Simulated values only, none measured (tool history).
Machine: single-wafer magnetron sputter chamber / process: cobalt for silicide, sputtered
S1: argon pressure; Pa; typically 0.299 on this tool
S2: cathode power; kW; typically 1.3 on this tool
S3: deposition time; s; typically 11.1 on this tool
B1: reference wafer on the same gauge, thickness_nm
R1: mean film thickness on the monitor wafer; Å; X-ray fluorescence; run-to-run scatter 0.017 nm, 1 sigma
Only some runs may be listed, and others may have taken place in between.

| run | hour | S1 | S2 | S3 | B1 | R1 |
|---|---|---|---|---|---|---|
| 1 | 0 | 0.231 | 1.3 | 11.1 | 7.653 | 78.34 |
| 2 | 6.2 | 0.231 | 1.3 | 11.1 | 7.653 | 78.2 |
| 3 | 14.2 | 0.299 | 1.3 | 11.1 | 7.658 | 75.4 |
| 4 | 53 | 0.299 | 1.3 | 11.1 | 7.652 | 75.67 |
| 5 | 59 | 0.299 | 1.3 | 11.1 | 7.657 | 75.08 |
| 6 | 68.5 | 0.27 | 1.3 | 11.1 | 7.663 | 76.53 |
| 7 | 84.5 | 0.27 | 1.3 | 11.1 | 7.659 | 76.8 |
| 8 | 93.7 | 0.27 | 1.3 | 11.1 | 7.664 | 76.75 |
| 9 | 111.3 | 0.299 | 1.55 | 12.5 | 7.662 | 101.53 |
| 10 | 120.2 | 0.299 | 1.3 | 11.1 | 7.661 | 75.7 |
| 11 | 134.1 | 0.299 | 1.05 | 11.1 | 7.66 | 61.02 |
| 12 | 151.2 | 0.299 | 1.05 | 11.1 | 7.661 | 60.98 |
| 13 | 164.8 | 0.299 | 1.3 | 11.1 | 7.66 | 75.36 |
|  | 181.2 | sputter target and shields replaced |
| 14 | 203.9 | 0.299 | 1.3 | 11.1 | 7.664 | 75.48 |
| 15 | 219.8 | 0.299 | 1.3 | 11.1 | 7.657 | 75.45 |
|  | 223.9 | gauge calibrated |
| 16 | 227.9 | 0.299 | 1.3 | 11.1 | 7.659 | 75.52 |
| 17 | 234.9 | 0.18 | 1.4 | 9 | 7.663 | 70.27 |
| 18 | 244.7 | 0.299 | 1.3 | 11.1 | 7.664 | 75.58 |
| 19 | 258 | 0.299 | 1.3 | 11.1 | 7.659 | 75.43 |
| 20 | 270.9 | 0.193 | 1 | 11.1 | 7.656 | 61.47 |
| 21 | 284.1 | 0.221 | 1.15 | 10.2 | 7.665 | 63.87 |
| 22 | 299.4 | 0.413 | 1.2 | 9.6 | 7.657 | 56.73 |
|  | 318.4 | capacitance manometer re-zeroed and calibrated |
| 23 | 318.9 | 0.218 | 1.4 | 12.9 | 7.657 | 99.02 |
| 24 | 319.2 | 0.299 | 1.55 | 11.1 | 7.662 | 89.87 |
|  | 369.7 | sputter target and shields replaced |
| 25 | 370.5 | 0.27 | 1.3 | 11.1 | 7.663 | 76.48 |
| 26 | 384.4 | 0.299 | 1.3 | 10.2 | 7.659 | 69.11 |
|  | 396.8 | magnet pack replaced |
| 27 | 398.3 | 0.407 | 1.15 | 11.1 | 7.652 | 62.82 |
| 28 | 408.9 | 0.194 | 1.2 | 9.2 | 7.666 | 61.14 |
| 29 | 422 | 0.299 | 1.5 | 12 | 7.656 | 94.19 |
| 30 | 436.9 | 0.299 | 1.1 | 12.9 | 7.666 | 74.54 |
| 31 | 452.9 | 0.299 | 1.55 | 8.9 | 7.661 | 72.18 |
| 32 | 503.6 | 0.374 | 1.5 | 12.4 | 7.654 | 93.24 |
| 33 | 514.1 | 0.191 | 1.3 | 13 | 7.656 | 93.77 |

Below are 3 alternative next runs, each starting from the tool's condition after run 33. Predict each:
| A | 514.5 | 0.299 | 1.3 | 11.1 | ? | ? |
| B | 514.5 | 0.299 | 1.5 | 13.2 | ? | ? |
| C | 514.5 | 0.195 | 1.3 | 8.9 | ? | ? |

| run | B1 | R1 |
|---|---|---|
| A | 7.671 | 75.68 |
| B | 7.671 | 103.85 |
| C | 7.671 | 64.18 |
Had the tool no hidden state, the same runs would have come out as:
| run | R1 |
|---|---|
| A | 75.68 |
| B | 103.85 |
| C | 64.18 |

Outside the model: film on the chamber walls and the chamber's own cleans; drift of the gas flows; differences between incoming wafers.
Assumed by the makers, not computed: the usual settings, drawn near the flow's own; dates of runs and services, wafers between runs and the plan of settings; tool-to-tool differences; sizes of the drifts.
